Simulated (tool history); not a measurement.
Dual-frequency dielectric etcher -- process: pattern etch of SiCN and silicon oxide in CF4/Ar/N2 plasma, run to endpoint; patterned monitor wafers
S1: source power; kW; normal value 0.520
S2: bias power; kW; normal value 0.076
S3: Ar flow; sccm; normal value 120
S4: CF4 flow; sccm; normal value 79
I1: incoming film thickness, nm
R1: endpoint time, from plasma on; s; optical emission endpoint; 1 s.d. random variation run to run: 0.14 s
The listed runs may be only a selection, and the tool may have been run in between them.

run,day,S1,S2,S3,S4,I1,R1
1,0.000,0.520,0.076,120,79,17.94,17.1
2,4.117,0.470,0.095,101,61,17.92,16.2
3,5.725,0.520,0.076,120,90,18.02,16.8
4,7.283,0.520,0.076,120,79,17.95,17.0
5,9.238,0.520,0.076,120,93,17.84,16.6
# day 9.662: source power generator calibrated
6,13.158,0.520,0.076,150,92,17.84,17.0
7,17.417,0.450,0.076,147,67,17.97,19.3
# day 21.692: wet clean of the chamber
8,21.712,0.520,0.076,120,63,17.83,17.2
# day 25.442: Ar flow controller replaced
# day 25.525: CF4 flow controller replaced
9,25.596,0.520,0.076,120,79,17.78,16.6
10,27.450,0.580,0.076,107,79,17.66,15.1
11,29.583,0.520,0.076,120,79,18.00,16.8
# day 33.358: upper electrode replaced
12,33.896,0.400,0.076,120,79,17.88,19.6
13,36.612,0.520,0.076,92,89,17.93,15.7
14,39.933,0.520,0.076,120,62,17.80,17.2
# day 41.112: source power generator calibrated, repeated, since the last time left the tool worse
15,42.612,0.600,0.084,120,79,17.71,14.8
16,46.296,0.520,0.069,149,92,17.91,18.6
17,47.867,0.520,0.076,128,79,18.07,17.7
# day 49.933: wet clean of the chamber
18,50.929,0.520,0.076,132,60,17.60,18.3
19,55.242,0.410,0.088,104,74,17.87,18.1
20,58.412,0.520,0.076,120,98,17.95,16.9
21,62.250,0.640,0.076,108,79,17.86,14.8
22,64.554,0.470,0.076,120,94,17.96,18.0
# day 65.754: bias power generator calibrated
23,67.817,0.520,0.076,120,79,17.94,17.2
24,71.038,0.630,0.057,120,86,18.00,17.8

4 options for the next run, each taken on its own from the tool as it stands now. Forecast them:
A,71.054,0.520,0.076,120,79,17.84,?
B,71.054,0.410,0.089,96,65,17.84,?
C,71.054,0.520,0.076,103,69,17.84,?
D,71.054,0.580,0.084,144,86,17.84,?

run,R1
A,17.4
B,18.2
C,17.2
D,15.7
Without the tool's hidden state the same runs would have given:
run,R1
A,17.4
B,18.2
C,17.3
D,15.7
